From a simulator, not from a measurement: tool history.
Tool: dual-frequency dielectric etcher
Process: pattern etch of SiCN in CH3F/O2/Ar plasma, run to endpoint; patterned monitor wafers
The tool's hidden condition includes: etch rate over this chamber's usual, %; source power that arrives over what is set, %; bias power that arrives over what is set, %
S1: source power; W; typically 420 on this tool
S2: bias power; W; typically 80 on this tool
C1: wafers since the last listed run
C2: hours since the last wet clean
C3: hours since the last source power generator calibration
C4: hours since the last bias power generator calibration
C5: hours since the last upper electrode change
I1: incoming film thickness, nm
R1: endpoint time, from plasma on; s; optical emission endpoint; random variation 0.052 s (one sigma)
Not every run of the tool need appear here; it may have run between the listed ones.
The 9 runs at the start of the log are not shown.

run	day	S1	S2	C1	C2	C3	C4	C5	I1	R1
10	7.771	420	80	318	278.4	3655.4	2130.8	5467.8	6.09	17.1
11	9.012	460	73	445	308.2	3685.2	2160.6	5497.6	6.1	17
12	9.925	460	73	327	330.1	3707.1	2182.5	5519.5	6.08	16.9
13	11.008	460	73	388	356.1	3733.1	2208.5	5545.5	6.07	16.8
# day 11.638: bias power generator calibrated
14	12.179	420	80	360	384.2	3761.2	13	5573.6	6.08	16.9
# day 12.542: source power generator calibrated
15	12.925	420	80	207	402.1	9.2	30.9	5591.5	6.13	17
16	14.362	340	85	515	436.6	43.7	65.4	5626	6.08	18.2
17	14.929	340	85	203	450.2	57.3	79	5639.6	6.07	18.1
18	15.433	340	85	180	462.3	69.4	91.1	5651.7	6.12	18.2
19	16.004	510	74	204	476	83.1	104.8	5665.4	6.1	16
# day 17.917: wet clean of the chamber
20	17.938	510	70	334	0.5	129.5	151.2	5711.8	6.11	16.7
21	18.525	420	80	210	14.6	143.6	165.3	5725.9	6.13	17.2
# day 19.712: upper electrode replaced
22	19.783	370	89	92	44.8	173.8	195.5	1.7	6.11	17.4
23	20.567	420	98	281	63.6	192.6	214.3	20.5	6.15	15.9

Estimate the outcome of run 24 from the log above:
24	21.742	480	69	421	91.8	220.8	242.5	48.7	6.06	?

{"run 24": {"R1": 17}}
With the hidden condition absent and the run-to-run variation left alone, this run would have shown R1 17 s.

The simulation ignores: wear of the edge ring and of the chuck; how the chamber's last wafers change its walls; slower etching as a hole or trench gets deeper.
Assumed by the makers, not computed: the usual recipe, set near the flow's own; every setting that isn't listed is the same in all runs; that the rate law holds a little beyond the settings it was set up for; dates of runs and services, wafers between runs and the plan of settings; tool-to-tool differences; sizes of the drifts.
